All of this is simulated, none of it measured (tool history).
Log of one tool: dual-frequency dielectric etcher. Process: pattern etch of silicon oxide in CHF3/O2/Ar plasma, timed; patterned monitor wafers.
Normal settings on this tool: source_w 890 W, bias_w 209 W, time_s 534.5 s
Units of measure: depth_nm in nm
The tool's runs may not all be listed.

| run | hour | source_w | bias_w | time_s | read-back reference wafer on the same gauge, depth_nm | depth_nm |
|---|---|---|---|---|---|---|
| 1 | 0 | 890 | 237 | 421.5 | 1332.3 | 1104.1 |
| 2 | 36.4 | 890 | 209 | 534.5 | 1333.2 | 1320.4 |
| 3 | 96.1 | 890 | 209 | 534.5 | 1340.5 | 1330.4 |
| 4 | 154.2 | 890 | 209 | 534.5 | 1339.7 | 1320.3 |
| 5 | 221.1 | 810 | 209 | 534.5 | 1342.6 | 1275 |
| 6 | 267.4 | 810 | 209 | 534.5 | 1340.7 | 1290.3 |
|  | 365.8 | wet clean of the chamber |
| 7 | 366.3 | 810 | 209 | 534.5 | 1345.1 | 1286.2 |
| 8 | 454.1 | 890 | 209 | 476.5 | 1347.7 | 1188.1 |
| 9 | 535.4 | 890 | 209 | 534.5 | 1348.7 | 1332.8 |
| 10 | 615.1 | 890 | 209 | 534.5 | 1348.4 | 1343 |
|  | 700.1 | source power generator calibrated |
|  | 814.3 | wet clean of the chamber |
| 11 | 873.4 | 890 | 209 | 534.5 | 1351.8 | 1336.3 |
|  | 932.8 | bias power generator calibrated |
| 12 | 953.4 | 890 | 249 | 612 | 1350 | 1655.7 |
|  | 985.5 | gauge calibrated |
| 13 | 1008.1 | 1010 | 234 | 597.5 | 1306.2 | 1601.1 |
| 14 | 1073 | 890 | 209 | 534.5 | 1308 | 1302.5 |
| 15 | 1136.2 | 1020 | 245 | 534.5 | 1315.3 | 1482.3 |
| 16 | 1239.6 | 890 | 174 | 534.5 | 1322.2 | 1214.5 |
|  | 1276.5 | upper electrode replaced |
| 17 | 1308.6 | 1060 | 192 | 479.5 | 1322.9 | 1223.1 |
|  | 1396.8 | wet clean of the chamber |
| 18 | 1414.2 | 1080 | 169 | 637.5 | 1330.7 | 1553.5 |
| 19 | 1461.8 | 890 | 209 | 534.5 | 1332.5 | 1319.5 |
| 20 | 1534.7 | 890 | 209 | 534.5 | 1334.4 | 1327.8 |
| 21 | 1592.1 | 980 | 209 | 534.5 | 1336.6 | 1377 |
| 22 | 1633.1 | 1010 | 234 | 597.5 | 1339 | 1654.7 |

The next listed run, before its measurement:
| 23 | 1673.7 | 700 | 230 | 381 | ? | ? |

read-back reference wafer on the same gauge, depth_nm: 1341.4
depth_nm: 893.5 nm
The same run, on a tool lacking any hidden state, would have yielded depth_nm 866.9 nm.
